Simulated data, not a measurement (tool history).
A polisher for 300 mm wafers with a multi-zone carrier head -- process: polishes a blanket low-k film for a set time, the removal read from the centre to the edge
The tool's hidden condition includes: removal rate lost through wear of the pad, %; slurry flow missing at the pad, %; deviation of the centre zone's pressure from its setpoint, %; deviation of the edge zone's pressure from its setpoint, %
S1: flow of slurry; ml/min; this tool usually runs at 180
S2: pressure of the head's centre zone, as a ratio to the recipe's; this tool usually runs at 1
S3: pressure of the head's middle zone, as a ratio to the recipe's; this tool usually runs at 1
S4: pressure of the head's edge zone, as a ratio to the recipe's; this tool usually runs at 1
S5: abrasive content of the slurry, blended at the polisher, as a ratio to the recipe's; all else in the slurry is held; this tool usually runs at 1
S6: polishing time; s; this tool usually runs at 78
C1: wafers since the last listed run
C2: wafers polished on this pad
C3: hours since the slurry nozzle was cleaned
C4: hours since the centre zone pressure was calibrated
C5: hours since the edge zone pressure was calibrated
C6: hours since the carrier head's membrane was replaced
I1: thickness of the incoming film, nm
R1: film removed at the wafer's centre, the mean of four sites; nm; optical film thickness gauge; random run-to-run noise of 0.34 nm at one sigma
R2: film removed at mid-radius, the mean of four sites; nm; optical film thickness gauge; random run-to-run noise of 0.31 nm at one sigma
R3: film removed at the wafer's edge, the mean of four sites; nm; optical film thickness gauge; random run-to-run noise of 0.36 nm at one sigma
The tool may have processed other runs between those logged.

{"run": 1, "hour": 0.0, "S1": 180, "S2": 1, "S3": 1, "S4": 1.06, "S5": 1, "S6": 78, "C1": 0, "C2": 714, "C3": 2.5, "C4": 95.2, "C5": 599.7, "C6": 1773.6, "I1": 528.4, "R1": 45.4, "R2": 46, "R3": 48.5}
{"run": 2, "hour": 15.1, "S1": 180, "S2": 1, "S3": 0.94, "S4": 1, "S5": 0.85, "S6": 78, "C1": 185, "C2": 900, "C3": 17.6, "C4": 110.3, "C5": 614.8, "C6": 1788.7, "I1": 541.3, "R1": 43, "R2": 41.6, "R3": 44.9}
{"run": 3, "hour": 27.1, "S1": 180, "S2": 1, "S3": 0.9, "S4": 1, "S5": 1, "S6": 78, "C1": 147, "C2": 1047, "C3": 29.6, "C4": 122.3, "C5": 626.8, "C6": 1800.7, "I1": 534.1, "R1": 45.3, "R2": 42, "R3": 47}
{"hour": 35.6, "done": "worn pad replaced by a new one"}
{"run": 4, "hour": 36.1, "S1": 180, "S2": 1, "S3": 1.04, "S4": 1, "S5": 1, "S6": 78, "C1": 61, "C2": 5, "C3": 38.6, "C4": 131.3, "C5": 635.8, "C6": 1809.7, "I1": 538.7, "R1": 44.8, "R2": 47.7, "R3": 46.8}
{"run": 5, "hour": 53.9, "S1": 180, "S2": 1, "S3": 1.12, "S4": 1, "S5": 1, "S6": 78, "C1": 218, "C2": 224, "C3": 56.4, "C4": 149.1, "C5": 653.6, "C6": 1827.5, "I1": 549, "R1": 44.2, "R2": 50.8, "R3": 47.1}
{"run": 6, "hour": 69.2, "S1": 180, "S2": 1, "S3": 1, "S4": 1, "S5": 1, "S6": 78, "C1": 187, "C2": 412, "C3": 71.7, "C4": 164.4, "C5": 668.9, "C6": 1842.8, "I1": 544.8, "R1": 44.6, "R2": 45.9, "R3": 46.4}
{"run": 7, "hour": 85.9, "S1": 180, "S2": 1, "S3": 1.03, "S4": 1, "S5": 1, "S6": 56, "C1": 205, "C2": 617, "C3": 88.4, "C4": 181.1, "C5": 685.6, "C6": 1859.5, "I1": 537.1, "R1": 32.2, "R2": 34.3, "R3": 33.6}
{"run": 8, "hour": 99.0, "S1": 180, "S2": 1, "S3": 0.92, "S4": 0.91, "S5": 1, "S6": 78, "C1": 160, "C2": 778, "C3": 101.5, "C4": 194.2, "C5": 698.7, "C6": 1872.6, "I1": 534.8, "R1": 44.8, "R2": 42.7, "R3": 45.2}
{"run": 9, "hour": 116.0, "S1": 180, "S2": 0.93, "S3": 1, "S4": 1, "S5": 1, "S6": 78, "C1": 208, "C2": 987, "C3": 118.5, "C4": 211.2, "C5": 715.7, "C6": 1889.6, "I1": 541.4, "R1": 42.9, "R2": 46, "R3": 46.8}
{"hour": 126.2, "done": "carrier head's membrane replaced by a new one"}
{"hour": 132.9, "done": "worn pad replaced by a new one"}
{"run": 10, "hour": 133.4, "S1": 180, "S2": 1, "S3": 1, "S4": 1, "S5": 1, "S6": 78, "C1": 103, "C2": 6, "C3": 135.9, "C4": 228.6, "C5": 733.1, "C6": 7.2, "I1": 536.4, "R1": 44.2, "R2": 46, "R3": 47.2}
{"hour": 148.1, "done": "edge zone pressure recalibrated"}
{"run": 11, "hour": 149.8, "S1": 180, "S2": 1, "S3": 1, "S4": 1, "S5": 1, "S6": 78, "C1": 176, "C2": 183, "C3": 152.3, "C4": 245, "C5": 1.7, "C6": 23.6, "I1": 537.6, "R1": 44, "R2": 45.7, "R3": 47.3}
{"run": 12, "hour": 155.9, "S1": 180, "S2": 1, "S3": 1, "S4": 1, "S5": 1.1, "S6": 87, "C1": 74, "C2": 258, "C3": 158.4, "C4": 251.1, "C5": 7.8, "C6": 29.7, "I1": 546.3, "R1": 50.7, "R2": 52.3, "R3": 53.5}
{"run": 13, "hour": 173.7, "S1": 180, "S2": 1, "S3": 1, "S4": 1.07, "S5": 1, "S6": 78, "C1": 218, "C2": 477, "C3": 176.2, "C4": 268.9, "C5": 25.6, "C6": 47.5, "I1": 545.4, "R1": 44.4, "R2": 46, "R3": 48.2}
{"run": 14, "hour": 190.1, "S1": 180, "S2": 1.04, "S3": 1.03, "S4": 1, "S5": 1, "S6": 64, "C1": 201, "C2": 678, "C3": 192.6, "C4": 285.3, "C5": 42, "C6": 63.9, "I1": 538.5, "R1": 37.2, "R2": 38.7, "R3": 38.9}
{"run": 15, "hour": 196.5, "S1": 180, "S2": 0.97, "S3": 1, "S4": 1.07, "S5": 1, "S6": 78, "C1": 78, "C2": 757, "C3": 199, "C4": 291.7, "C5": 48.4, "C6": 70.3, "I1": 546.1, "R1": 43.9, "R2": 45.9, "R3": 48.4}
{"run": 16, "hour": 203.2, "S1": 180, "S2": 1.11, "S3": 0.89, "S4": 1.08, "S5": 0.75, "S6": 78, "C1": 82, "C2": 839, "C3": 205.7, "C4": 298.4, "C5": 55.1, "C6": 77, "I1": 528.8, "R1": 42.8, "R2": 38.2, "R3": 44.8}
{"run": 17, "hour": 214.2, "S1": 180, "S2": 1, "S3": 1, "S4": 0.93, "S5": 1, "S6": 78, "C1": 135, "C2": 974, "C3": 216.7, "C4": 309.4, "C5": 66.1, "C6": 88, "I1": 534.5, "R1": 44.1, "R2": 45.7, "R3": 45.4}
{"run": 18, "hour": 223.2, "S1": 180, "S2": 1, "S3": 0.97, "S4": 1, "S5": 1, "S6": 78, "C1": 110, "C2": 1085, "C3": 225.7, "C4": 318.4, "C5": 75.1, "C6": 97, "I1": 548.4, "R1": 44.2, "R2": 45, "R3": 46.7}
{"run": 19, "hour": 231.3, "S1": 180, "S2": 1, "S3": 1, "S4": 1, "S5": 1, "S6": 78, "C1": 99, "C2": 1184, "C3": 233.8, "C4": 326.5, "C5": 83.2, "C6": 105.1, "I1": 549.1, "R1": 44.1, "R2": 46.7, "R3": 47.3}
{"hour": 236.1, "done": "worn pad replaced by a new one"}
{"run": 20, "hour": 242.8, "S1": 180, "S2": 1, "S3": 1, "S4": 1, "S5": 1, "S6": 78, "C1": 92, "C2": 82, "C3": 245.3, "C4": 338, "C5": 94.7, "C6": 116.6, "I1": 531.4, "R1": 44.1, "R2": 46.5, "R3": 47.1}
{"run": 21, "hour": 251.4, "S1": 180, "S2": 0.97, "S3": 1, "S4": 0.95, "S5": 1.15, "S6": 54, "C1": 105, "C2": 188, "C3": 253.9, "C4": 346.6, "C5": 103.3, "C6": 125.2, "I1": 543.9, "R1": 30.7, "R2": 33.1, "R3": 33.2}
{"run": 22, "hour": 269.3, "S1": 180, "S2": 1, "S3": 0.96, "S4": 0.95, "S5": 1, "S6": 78, "C1": 219, "C2": 408, "C3": 271.8, "C4": 364.5, "C5": 121.2, "C6": 143.1, "I1": 541.9, "R1": 44.4, "R2": 43.9, "R3": 45.8}

Branching from run 22: 4 alternative next runs. What would each branch give?
{"run": "A", "hour": 269.7, "S1": 180, "S2": 1, "S3": 1.1, "S4": 1, "S5": 1, "S6": 78, "C1": 4, "C2": 412, "C3": 272.2, "C4": 364.9, "C5": 121.6, "C6": 143.5, "I1": 535.7, "R1": "?", "R2": "?", "R3": "?"}
{"run": "B", "hour": 269.7, "S1": 115, "S2": 1, "S3": 1, "S4": 0.94, "S5": 1, "S6": 85, "C1": 4, "C2": 412, "C3": 272.2, "C4": 364.9, "C5": 121.6, "C6": 143.5, "I1": 535.7, "R1": "?", "R2": "?", "R3": "?"}
{"run": "C", "hour": 269.7, "S1": 235, "S2": 1.03, "S3": 1, "S4": 1.11, "S5": 1.1, "S6": 78, "C1": 4, "C2": 412, "C3": 272.2, "C4": 364.9, "C5": 121.6, "C6": 143.5, "I1": 535.7, "R1": "?", "R2": "?", "R3": "?"}
{"run": "D", "hour": 269.7, "S1": 180, "S2": 1, "S3": 1, "S4": 0.91, "S5": 1.1, "S6": 57, "C1": 4, "C2": 412, "C3": 272.2, "C4": 364.9, "C5": 121.6, "C6": 143.5, "I1": 535.7, "R1": "?", "R2": "?", "R3": "?"}

run=A R1=43.6 R2=50 R3=47.1
run=B R1=42.2 R2=45.3 R3=46.5
run=C R1=47.7 R2=49.3 R3=52.2
run=D R1=32.7 R2=34.6 R3=34
Had the tool no hidden state, the same runs would have come out as:
run=A R1=45.4 R2=50 R3=47.1
run=B R1=43.9 R2=45.3 R3=46.5
run=C R1=49.6 R2=49.3 R3=52.2
run=D R1=34.1 R2=34.6 R3=34
